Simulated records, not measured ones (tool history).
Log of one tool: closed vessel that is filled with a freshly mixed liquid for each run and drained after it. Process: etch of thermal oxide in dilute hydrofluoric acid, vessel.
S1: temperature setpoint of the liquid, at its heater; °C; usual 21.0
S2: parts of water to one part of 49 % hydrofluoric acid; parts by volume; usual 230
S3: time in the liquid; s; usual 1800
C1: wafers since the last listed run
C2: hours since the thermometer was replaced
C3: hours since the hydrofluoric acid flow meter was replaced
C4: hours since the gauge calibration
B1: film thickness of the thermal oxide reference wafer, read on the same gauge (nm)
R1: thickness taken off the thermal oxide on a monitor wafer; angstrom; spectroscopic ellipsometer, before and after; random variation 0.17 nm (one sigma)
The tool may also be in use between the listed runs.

| run | hour | S1 | S2 | S3 | C1 | C2 | C3 | C4 | B1 | R1 |
|---|---|---|---|---|---|---|---|---|---|---|
| 1 | 0.0 | 21.0 | 230 | 2110 | 0 | 2399.7 | 452.9 | 408.7 | 91.80 | 338.8 |
|  | 8.2 | hydrofluoric acid flow meter replaced |
| 2 | 24.4 | 21.0 | 230 | 2110 | 743 | 2424.1 | 16.2 | 433.1 | 91.91 | 337.3 |
| 3 | 55.2 | 21.0 | 230 | 1800 | 978 | 2454.9 | 47.0 | 463.9 | 91.99 | 288.4 |
| 4 | 73.6 | 21.0 | 230 | 1800 | 584 | 2473.3 | 65.4 | 482.3 | 92.07 | 288.6 |
| 5 | 98.6 | 21.0 | 230 | 1800 | 794 | 2498.3 | 90.4 | 507.3 | 92.16 | 289.9 |
| 6 | 125.7 | 21.0 | 230 | 1800 | 860 | 2525.4 | 117.5 | 534.4 | 92.27 | 290.7 |
| 7 | 160.6 | 21.0 | 230 | 1800 | 1108 | 2560.3 | 152.4 | 569.3 | 92.41 | 290.4 |
| 8 | 186.9 | 21.0 | 230 | 1800 | 835 | 2586.6 | 178.7 | 595.6 | 92.45 | 291.9 |
| 9 | 222.3 | 21.0 | 230 | 1800 | 1124 | 2622.0 | 214.1 | 631.0 | 92.60 | 289.7 |
| 10 | 253.6 | 21.0 | 230 | 1800 | 994 | 2653.3 | 245.4 | 662.3 | 92.72 | 289.0 |
| 11 | 272.9 | 21.0 | 230 | 1800 | 613 | 2672.6 | 264.7 | 681.6 | 92.78 | 290.2 |
|  | 273.4 | gauge calibrated |
| 12 | 307.9 | 21.0 | 230 | 1800 | 1111 | 2707.6 | 299.7 | 34.5 | 90.16 | 282.2 |
| 13 | 342.1 | 21.0 | 255 | 1800 | 1086 | 2741.8 | 333.9 | 68.7 | 90.25 | 250.0 |
| 14 | 375.3 | 21.0 | 255 | 1800 | 1054 | 2775.0 | 367.1 | 101.9 | 90.38 | 249.3 |
| 15 | 403.7 | 23.5 | 230 | 1800 | 902 | 2803.4 | 395.5 | 130.3 | 90.46 | 311.4 |
| 16 | 418.9 | 23.5 | 230 | 1800 | 482 | 2818.6 | 410.7 | 145.5 | 90.53 | 311.4 |
| 17 | 434.0 | 21.0 | 230 | 1505 | 479 | 2833.7 | 425.8 | 160.6 | 90.54 | 239.0 |
| 18 | 455.5 | 22.5 | 315 | 2715 | 682 | 2855.2 | 447.3 | 182.1 | 90.61 | 305.3 |
| 19 | 480.2 | 24.5 | 285 | 2320 | 784 | 2879.9 | 472.0 | 206.8 | 90.72 | 316.9 |
| 20 | 504.7 | 21.0 | 230 | 1800 | 778 | 2904.4 | 496.5 | 231.3 | 90.81 | 288.3 |
|  | 507.5 | hydrofluoric acid flow meter replaced |
| 21 | 521.1 | 25.0 | 345 | 1495 | 489 | 2920.8 | 13.6 | 247.7 | 90.84 | 163.7 |
| 22 | 546.9 | 21.0 | 230 | 1800 | 819 | 2946.6 | 39.4 | 273.5 | 90.98 | 288.9 |
| 23 | 564.3 | 21.0 | 230 | 1800 | 552 | 2964.0 | 56.8 | 290.9 | 91.03 | 284.9 |
|  | 575.3 | thermometer replaced |
| 24 | 589.1 | 19.5 | 270 | 1800 | 755 | 13.8 | 81.6 | 315.7 | 91.16 | 220.3 |
| 25 | 606.3 | 21.0 | 230 | 1275 | 546 | 31.0 | 98.8 | 332.9 | 91.15 | 202.4 |
| 26 | 641.4 | 22.5 | 285 | 2610 | 1114 | 66.1 | 133.9 | 368.0 | 91.33 | 339.0 |
| 27 | 655.2 | 24.5 | 285 | 2320 | 438 | 79.9 | 147.7 | 381.8 | 91.39 | 318.2 |
| 28 | 684.1 | 25.5 | 345 | 2260 | 917 | 108.8 | 176.6 | 410.7 | 91.43 | 251.5 |
| 29 | 709.9 | 19.0 | 265 | 2150 | 819 | 134.6 | 202.4 | 436.5 | 91.55 | 270.8 |
| 30 | 726.4 | 24.5 | 230 | 2625 | 524 | 151.1 | 218.9 | 453.0 | 91.61 | 476.1 |
| 31 | 743.2 | 21.0 | 230 | 1490 | 533 | 167.9 | 235.7 | 469.8 | 91.71 | 238.7 |
| 32 | 758.1 | 17.5 | 160 | 2335 | 473 | 182.8 | 250.6 | 484.7 | 91.75 | 502.2 |
| 33 | 777.6 | 21.0 | 230 | 1275 | 619 | 202.3 | 270.1 | 504.2 | 91.79 | 203.6 |

3 ways to go on from here, each from the tool as it stands after run 33. What would each give?
| A | 778.8 | 21.0 | 230 | 1800 | 38 | 203.5 | 271.3 | 505.4 | ? | ? |
| B | 778.8 | 21.0 | 230 | 2455 | 38 | 203.5 | 271.3 | 505.4 | ? | ? |
| C | 778.8 | 21.0 | 285 | 900 | 38 | 203.5 | 271.3 | 505.4 | ? | ? |

| run | B1 | R1 |
|---|---|---|
| A | 91.79 | 286.7 |
| B | 91.79 | 391.0 |
| C | 91.79 | 109.8 |
Without the tool's hidden state the same runs would have given:
| run | R1 |
|---|---|
| A | 281.0 |
| B | 383.3 |
| C | 107.6 |
